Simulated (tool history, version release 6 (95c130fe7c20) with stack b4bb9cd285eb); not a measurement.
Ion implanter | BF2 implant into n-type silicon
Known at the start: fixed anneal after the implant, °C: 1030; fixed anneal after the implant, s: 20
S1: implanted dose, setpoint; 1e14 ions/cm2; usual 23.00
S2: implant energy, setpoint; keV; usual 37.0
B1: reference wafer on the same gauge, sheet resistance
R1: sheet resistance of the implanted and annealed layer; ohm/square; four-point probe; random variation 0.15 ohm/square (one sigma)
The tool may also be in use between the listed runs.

run	day	S1	S2	B1	R1
1	0.000	23.00	37.0	94.94	102.74
2	0.696	23.00	37.0	94.91	102.57
3	1.046	19.38	37.0	94.99	105.11
4	1.500	23.00	37.0	94.99	102.40
5	2.025	23.00	37.0	94.98	102.71
6	2.338	23.00	37.0	94.99	102.82
7	2.921	23.00	30.0	94.97	112.63
8	3.392	23.00	30.0	95.03	112.70
9	3.921	27.52	32.5	95.00	107.32
10	4.504	23.00	37.0	95.00	102.64
11	4.979	23.00	37.0	94.98	102.57
12	5.375	23.00	37.0	95.05	102.48
13	6.004	23.00	37.0	94.98	102.70
# day 6.575: extraction supply calibrated
14	6.596	23.00	37.0	94.97	102.91
15	6.946	23.00	37.0	94.98	102.61
# day 7.242: gauge calibrated
16	7.504	19.38	37.0	95.02	105.11
17	8.229	28.59	29.0	94.97	112.68
# day 8.825: Faraday cup replaced and dose calibrated
18	8.846	19.74	42.0	95.01	99.11
19	9.012	16.47	27.5	95.02	121.98
20	9.267	23.00	37.0	94.95	102.33
21	9.850	19.19	31.0	95.02	113.32
22	10.492	19.53	47.0	94.97	94.58
23	11.092	23.00	37.0	94.93	102.49
24	11.346	23.00	45.0	95.00	93.54
25	11.967	24.86	47.5	95.02	90.16
26	12.308	23.00	37.0	94.99	102.44
27	12.633	20.02	33.0	95.02	109.50
28	13.275	17.60	30.0	95.01	116.58
29	13.562	20.15	28.0	94.95	117.30
30	13.962	18.29	31.5	94.99	113.62
31	14.688	18.40	26.5	95.06	121.61

What the log doesn't show, run by run:
deviation of the true dose from the Faraday cup's reading, %: 0 in every run
deviation of the true energy from its setpoint, %: 0 in every run
gauge reads high (%): 0 in every run
